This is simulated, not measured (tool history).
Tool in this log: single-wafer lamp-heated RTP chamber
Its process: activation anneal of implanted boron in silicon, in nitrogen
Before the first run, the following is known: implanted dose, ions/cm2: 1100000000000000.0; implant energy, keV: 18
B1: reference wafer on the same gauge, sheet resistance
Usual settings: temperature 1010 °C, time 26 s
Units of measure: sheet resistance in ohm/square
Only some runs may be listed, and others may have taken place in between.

Run 1, hour 0: usual settings but time 32 s; B1 105.01. Result: sheet resistance 115.14 ohm/square.
At hour 20.8: reflector plate cleaned.
Run 2, hour 52.7: usual settings but time 32 s; B1 104.92. Result: sheet resistance 115.4 ohm/square.
Run 3, hour 94.2: usual settings but time 32 s; B1 104.94. Result: sheet resistance 115.29 ohm/square.
At hour 289.2: reflector plate cleaned.
Run 4, hour 300.6: usual settings but temperature 1003 °C, time 30 s; B1 105.04. Result: sheet resistance 115.83 ohm/square.
Run 5, hour 330: usual settings but temperature 1003 °C, time 30 s; B1 105. Result: sheet resistance 115.36 ohm/square.
Run 6, hour 383.9: usual settings but temperature 1003 °C, time 30 s; B1 104.91. Result: sheet resistance 115.08 ohm/square.
Run 7, hour 435.7: usual settings but time 14 s; B1 104.92. Result: sheet resistance 114.62 ohm/square.
At hour 444.3: pyrometer window cleaned and pyrometer calibrated.
Run 8, hour 479.8: usual settings but time 14 s; B1 104.95. Result: sheet resistance 117.4 ohm/square.
Run 9, hour 522.3: usual settings but time 23 s; B1 104.93. Result: sheet resistance 115.7 ohm/square.
At hour 621.5: reflector plate cleaned.
Run 10, hour 659.8: usual settings but time 23 s; B1 104.87. Result: sheet resistance 116.04 ohm/square.
Run 11, hour 707.5: usual settings but time 23 s; B1 104.98. Result: sheet resistance 115.29 ohm/square.
Run 12, hour 776.6: usual settings but temperature 1017 °C; B1 105.05. Result: sheet resistance 113.71 ohm/square.
At hour 813.1: gauge calibrated.
Run 13, hour 831.1: usual settings; B1 104.94. Result: sheet resistance 114.61 ohm/square.
At hour 898.9: reflector plate cleaned.
Run 14, hour 902.5: usual settings but temperature 1034 °C, time 13 s; B1 105.07. Result: sheet resistance 113.36 ohm/square.
At hour 955.3: pyrometer window cleaned and pyrometer calibrated.
Run 15, hour 958.2: usual settings; B1 105.07. Result: sheet resistance 115.68 ohm/square.
Run 16, hour 1024.4: usual settings; B1 104.96. Result: sheet resistance 115.08 ohm/square.
Run 17, hour 1054.5: usual settings but temperature 982 °C, time 13 s; B1 104.97. Result: sheet resistance 126.95 ohm/square.
Run 18, hour 1078.7: usual settings; B1 104.9. Result: sheet resistance 115.27 ohm/square.
Run 19, hour 1107.4: usual settings but temperature 997 °C, time 38 s; B1 105.03. Result: sheet resistance 115.91 ohm/square.
Run 20, hour 1147.3: usual settings but temperature 994 °C, time 37 s; B1 105.05. Result: sheet resistance 116.87 ohm/square.
At hour 1191.9: reflector plate cleaned.
Run 21, hour 1192.4: usual settings but temperature 1035 °C, time 32 s; B1 104.99. Result: sheet resistance 112.65 ohm/square.
Run 22, hour 1220.1: usual settings but temperature 1019 °C, time 13 s; B1 104.97. Result: sheet resistance 114.84 ohm/square.
Run 23, hour 1281.9: usual settings but temperature 984 °C, time 33 s; B1 105.1. Result: sheet resistance 119.94 ohm/square.
Run 24, hour 1328.4: usual settings but temperature 1039 °C, time 16 s; B1 105.05. Result: sheet resistance 112.96 ohm/square.
At hour 1379.8: pyrometer window cleaned and pyrometer calibrated.
Run 25, hour 1389.4: usual settings but temperature 1002 °C, time 22 s; B1 104.99. Result: sheet resistance 117.78 ohm/square.
Run 26, hour 1458.1: usual settings but time 41 s; B1 105.02. Result: sheet resistance 113.92 ohm/square.
At hour 1478.9: reflector plate cleaned.
Run 27, hour 1501.2: usual settings but temperature 983 °C, time 34 s; B1 104.87. Result: sheet resistance 123.54 ohm/square.

Branching from run 27: 4 alternative next runs. What would each branch give?
Run A, hour 1501.6: usual settings; B1 ?. Result: sheet resistance ?.
Run B, hour 1501.6: usual settings but temperature 985 °C, time 31 s; B1 ?. Result: sheet resistance ?.
Run C, hour 1501.6: usual settings but temperature 983 °C, time 35 s; B1 ?. Result: sheet resistance ?.
Run D, hour 1501.6: usual settings but temperature 1027 °C, time 18 s; B1 ?. Result: sheet resistance ?.

run     B1  sheet resistance
  A  105.1             115.7
  B  105.1             122.7
  C  105.1            123.01
  D  105.1            114.02
What these runs would have given with no unlogged condition in the tool:
run  sheet resistance
  A            115.99
  B            123.46
  C            123.79
  D            114.19
